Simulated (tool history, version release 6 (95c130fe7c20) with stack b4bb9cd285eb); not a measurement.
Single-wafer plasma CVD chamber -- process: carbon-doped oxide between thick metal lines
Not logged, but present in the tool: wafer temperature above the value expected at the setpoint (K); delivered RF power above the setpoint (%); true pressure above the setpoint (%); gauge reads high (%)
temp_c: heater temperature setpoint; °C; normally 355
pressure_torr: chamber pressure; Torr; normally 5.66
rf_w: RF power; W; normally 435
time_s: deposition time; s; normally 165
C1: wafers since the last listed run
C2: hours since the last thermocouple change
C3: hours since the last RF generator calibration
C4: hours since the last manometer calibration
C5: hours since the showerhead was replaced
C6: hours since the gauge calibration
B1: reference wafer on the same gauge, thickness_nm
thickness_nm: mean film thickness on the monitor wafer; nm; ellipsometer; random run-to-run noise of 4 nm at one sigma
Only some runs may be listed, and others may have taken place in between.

{"run": 1, "hour": 0.0, "temp_c": 355, "pressure_torr": 5.66, "rf_w": 435, "time_s": 139, "C1": 0, "C2": 2317, "C3": 673.3, "C4": 2720.8, "C5": 5832.2, "C6": 52.2, "B1": 810.705, "thickness_nm": 685.011}
{"run": 2, "hour": 17.6, "temp_c": 344, "pressure_torr": 5.66, "rf_w": 435, "time_s": 165, "C1": 148, "C2": 2334.6, "C3": 690.9, "C4": 2738.4, "C5": 5849.8, "C6": 69.8, "B1": 809.701, "thickness_nm": 836.285}
{"run": 3, "hour": 31.4, "temp_c": 355, "pressure_torr": 5.66, "rf_w": 435, "time_s": 165, "C1": 116, "C2": 2348.4, "C3": 704.7, "C4": 2752.2, "C5": 5863.6, "C6": 83.6, "B1": 809.788, "thickness_nm": 817.81}
{"run": 4, "hour": 40.2, "temp_c": 355, "pressure_torr": 5.66, "rf_w": 435, "time_s": 165, "C1": 74, "C2": 2357.2, "C3": 713.5, "C4": 2761, "C5": 5872.4, "C6": 92.4, "B1": 810.008, "thickness_nm": 815.461}
{"run": 5, "hour": 52.7, "temp_c": 355, "pressure_torr": 5.66, "rf_w": 435, "time_s": 165, "C1": 105, "C2": 2369.7, "C3": 726, "C4": 2773.5, "C5": 5884.9, "C6": 104.9, "B1": 810.069, "thickness_nm": 817.337}
{"run": 6, "hour": 65.7, "temp_c": 355, "pressure_torr": 5.66, "rf_w": 435, "time_s": 165, "C1": 109, "C2": 2382.7, "C3": 739, "C4": 2786.5, "C5": 5897.9, "C6": 117.9, "B1": 810.014, "thickness_nm": 816.776}
{"hour": 86.8, "done": "showerhead replaced"}
{"hour": 93.7, "done": "thermocouple changed; heater temperature recalibrated"}
{"run": 7, "hour": 94.2, "temp_c": 355, "pressure_torr": 5.66, "rf_w": 435, "time_s": 165, "C1": 114, "C2": 0.5, "C3": 767.5, "C4": 2815, "C5": 7.4, "C6": 146.4, "B1": 809.63, "thickness_nm": 813.837}
{"run": 8, "hour": 94.5, "temp_c": 348, "pressure_torr": 5.66, "rf_w": 435, "time_s": 165, "C1": 2, "C2": 0.8, "C3": 767.8, "C4": 2815.3, "C5": 7.7, "C6": 146.7, "B1": 809.757, "thickness_nm": 830.64}
{"run": 9, "hour": 100.7, "temp_c": 348, "pressure_torr": 5.66, "rf_w": 435, "time_s": 165, "C1": 52, "C2": 7, "C3": 774, "C4": 2821.5, "C5": 13.9, "C6": 152.9, "B1": 810.654, "thickness_nm": 830.902}
{"run": 10, "hour": 107.5, "temp_c": 348, "pressure_torr": 5.66, "rf_w": 435, "time_s": 165, "C1": 57, "C2": 13.8, "C3": 780.8, "C4": 2828.3, "C5": 20.7, "C6": 159.7, "B1": 809.61, "thickness_nm": 828.759}
{"hour": 122.3, "done": "gauge calibrated"}
{"hour": 140.9, "done": "capacitance manometer re-zeroed and calibrated"}
{"run": 11, "hour": 148.7, "temp_c": 355, "pressure_torr": 5.66, "rf_w": 435, "time_s": 139, "C1": 279, "C2": 55, "C3": 822, "C4": 7.8, "C5": 61.9, "C6": 26.4, "B1": 810.378, "thickness_nm": 691.85}
{"hour": 158.7, "done": "RF generator calibrated"}
{"run": 12, "hour": 163.9, "temp_c": 355, "pressure_torr": 5.16, "rf_w": 435, "time_s": 165, "C1": 60, "C2": 70.2, "C3": 5.2, "C4": 23, "C5": 77.1, "C6": 41.6, "B1": 810.976, "thickness_nm": 799.755}
{"run": 13, "hour": 171.6, "temp_c": 355, "pressure_torr": 5.66, "rf_w": 395, "time_s": 165, "C1": 64, "C2": 77.9, "C3": 12.9, "C4": 30.7, "C5": 84.8, "C6": 49.3, "B1": 809.304, "thickness_nm": 742.569}
{"run": 14, "hour": 180.2, "temp_c": 355, "pressure_torr": 6.25, "rf_w": 435, "time_s": 165, "C1": 72, "C2": 86.5, "C3": 21.5, "C4": 39.3, "C5": 93.4, "C6": 57.9, "B1": 809.133, "thickness_nm": 838.577}
{"run": 15, "hour": 186.5, "temp_c": 355, "pressure_torr": 5.66, "rf_w": 435, "time_s": 165, "C1": 53, "C2": 92.8, "C3": 27.8, "C4": 45.6, "C5": 99.7, "C6": 64.2, "B1": 809.207, "thickness_nm": 820.755}
{"run": 16, "hour": 195.6, "temp_c": 355, "pressure_torr": 5.66, "rf_w": 435, "time_s": 165, "C1": 76, "C2": 101.9, "C3": 36.9, "C4": 54.7, "C5": 108.8, "C6": 73.3, "B1": 810.055, "thickness_nm": 816.819}
{"run": 17, "hour": 211.2, "temp_c": 355, "pressure_torr": 5.66, "rf_w": 465, "time_s": 165, "C1": 131, "C2": 117.5, "C3": 52.5, "C4": 70.3, "C5": 124.4, "C6": 88.9, "B1": 809.864, "thickness_nm": 861.225}
{"run": 18, "hour": 220.7, "temp_c": 366, "pressure_torr": 5.66, "rf_w": 435, "time_s": 141, "C1": 80, "C2": 127, "C3": 62, "C4": 79.8, "C5": 133.9, "C6": 98.4, "B1": 810.377, "thickness_nm": 685.499}
{"run": 19, "hour": 237.9, "temp_c": 369, "pressure_torr": 4.84, "rf_w": 395, "time_s": 165, "C1": 145, "C2": 144.2, "C3": 79.2, "C4": 97, "C5": 151.1, "C6": 115.6, "B1": 810.637, "thickness_nm": 697.67}
{"run": 20, "hour": 255.8, "temp_c": 342, "pressure_torr": 5.66, "rf_w": 435, "time_s": 135, "C1": 150, "C2": 162.1, "C3": 97.1, "C4": 114.9, "C5": 169, "C6": 133.5, "B1": 809.592, "thickness_nm": 690.922}

Consider 4 possible next runs. They are alternatives, not a sequence: every one starts from the tool as it was left by run 20. What does each give?
{"run": "A", "hour": 256.2, "temp_c": 355, "pressure_torr": 5.66, "rf_w": 515, "time_s": 165, "C1": 3, "C2": 162.5, "C3": 97.5, "C4": 115.3, "C5": 169.4, "C6": 133.9, "B1": "?", "thickness_nm": "?"}
{"run": "B", "hour": 256.2, "temp_c": 355, "pressure_torr": 5.12, "rf_w": 435, "time_s": 165, "C1": 3, "C2": 162.5, "C3": 97.5, "C4": 115.3, "C5": 169.4, "C6": 133.9, "B1": "?", "thickness_nm": "?"}
{"run": "C", "hour": 256.2, "temp_c": 360, "pressure_torr": 4.55, "rf_w": 505, "time_s": 186, "C1": 3, "C2": 162.5, "C3": 97.5, "C4": 115.3, "C5": 169.4, "C6": 133.9, "B1": "?", "thickness_nm": "?"}
{"run": "D", "hour": 256.2, "temp_c": 340, "pressure_torr": 5.66, "rf_w": 360, "time_s": 135, "C1": 3, "C2": 162.5, "C3": 97.5, "C4": 115.3, "C5": 169.4, "C6": 133.9, "B1": "?", "thickness_nm": "?"}

run=A B1=810.808 thickness_nm=943.507
run=B B1=810.808 thickness_nm=801.017
run=C B1=810.808 thickness_nm=983.419
run=D B1=810.808 thickness_nm=571.799
With the hidden condition removed and each run's random variation left untouched, the same runs would have given:
run=A thickness_nm=943.507
run=B thickness_nm=801.017
run=C thickness_nm=983.419
run=D thickness_nm=571.799
